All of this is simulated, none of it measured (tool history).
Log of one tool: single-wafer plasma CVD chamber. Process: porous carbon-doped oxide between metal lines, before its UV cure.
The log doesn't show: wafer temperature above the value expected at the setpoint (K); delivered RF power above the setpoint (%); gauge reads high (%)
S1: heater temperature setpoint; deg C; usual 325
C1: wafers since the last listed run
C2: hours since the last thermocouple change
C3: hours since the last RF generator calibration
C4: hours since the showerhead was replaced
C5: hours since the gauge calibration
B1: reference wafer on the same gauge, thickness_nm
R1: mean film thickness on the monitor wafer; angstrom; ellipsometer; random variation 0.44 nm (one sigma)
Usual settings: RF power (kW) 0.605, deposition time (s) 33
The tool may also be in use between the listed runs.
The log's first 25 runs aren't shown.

run 26 hour=316 | S1=325 RF_power_(kW)=0.605 deposition_time_(s)=33 | C1=442 C2=79.6 C3=62.5 C4=6635.5 C5=116.4 | B1=156.042 | R1=1437.37
-- hour=325.9 showerhead replaced
run 27 hour=332.6 | S1=338 RF_power_(kW)=0.605 deposition_time_(s)=33 | C1=212 C2=96.2 C3=79.1 C4=6.7 C5=133 | B1=156.12 | R1=1359.05
run 28 hour=347 | S1=311 RF_power_(kW)=0.725 deposition_time_(s)=33 | C1=356 C2=110.6 C3=93.5 C4=21.1 C5=147.4 | B1=156.101 | R1=1731.85
-- hour=356.7 RF generator calibrated, repeated, since the last time left the tool worse
run 29 hour=362.6 | S1=325 RF_power_(kW)=0.605 deposition_time_(s)=31 | C1=188 C2=126.2 C3=5.9 C4=36.7 C5=163 | B1=156.03 | R1=1457.08
run 30 hour=371.2 | S1=316 RF_power_(kW)=0.605 deposition_time_(s)=28.4 | C1=212 C2=134.8 C3=14.5 C4=45.3 C5=171.6 | B1=155.989 | R1=1395.66
run 31 hour=378.6 | S1=317 RF_power_(kW)=0.49 deposition_time_(s)=29.4 | C1=183 C2=142.2 C3=21.9 C4=52.7 C5=179 | B1=156.128 | R1=1228.99
run 32 hour=390.2 | S1=339 RF_power_(kW)=0.71 deposition_time_(s)=26.5 | C1=287 C2=153.8 C3=33.5 C4=64.3 C5=190.6 | B1=156.13 | R1=1324.8
run 33 hour=408.1 | S1=325 RF_power_(kW)=0.505 deposition_time_(s)=37.2 | C1=442 C2=171.7 C3=51.4 C4=82.2 C5=208.5 | B1=155.998 | R1=1522.41
run 34 hour=424.6 | S1=333 RF_power_(kW)=0.505 deposition_time_(s)=29.9 | C1=408 C2=188.2 C3=67.9 C4=98.7 C5=225 | B1=156.007 | R1=1194.7
run 35 hour=431.9 | S1=316 RF_power_(kW)=0.485 deposition_time_(s)=37.7 | C1=180 C2=195.5 C3=75.2 C4=106 C5=232.3 | B1=156.075 | R1=1563.49

Forecast each of these 3 alternatives for the next run:
run A hour=432.3 | S1=325 RF_power_(kW)=0.605 deposition_time_(s)=33 | C1=9 C2=195.9 C3=75.6 C4=106.4 C5=232.7 | B1=? | R1=?
run B hour=432.3 | S1=325 RF_power_(kW)=0.605 deposition_time_(s)=27.7 | C1=9 C2=195.9 C3=75.6 C4=106.4 C5=232.7 | B1=? | R1=?
run C hour=432.3 | S1=325 RF_power_(kW)=0.605 deposition_time_(s)=36.2 | C1=9 C2=195.9 C3=75.6 C4=106.4 C5=232.7 | B1=? | R1=?

run=A B1=155.953 R1=1545.71
run=B B1=155.953 R1=1304.26
run=C B1=155.953 R1=1691.29
Without the tool's hidden state the same runs would have given:
run=A R1=1549.79
run=B R1=1307.7
run=C R1=1695.75
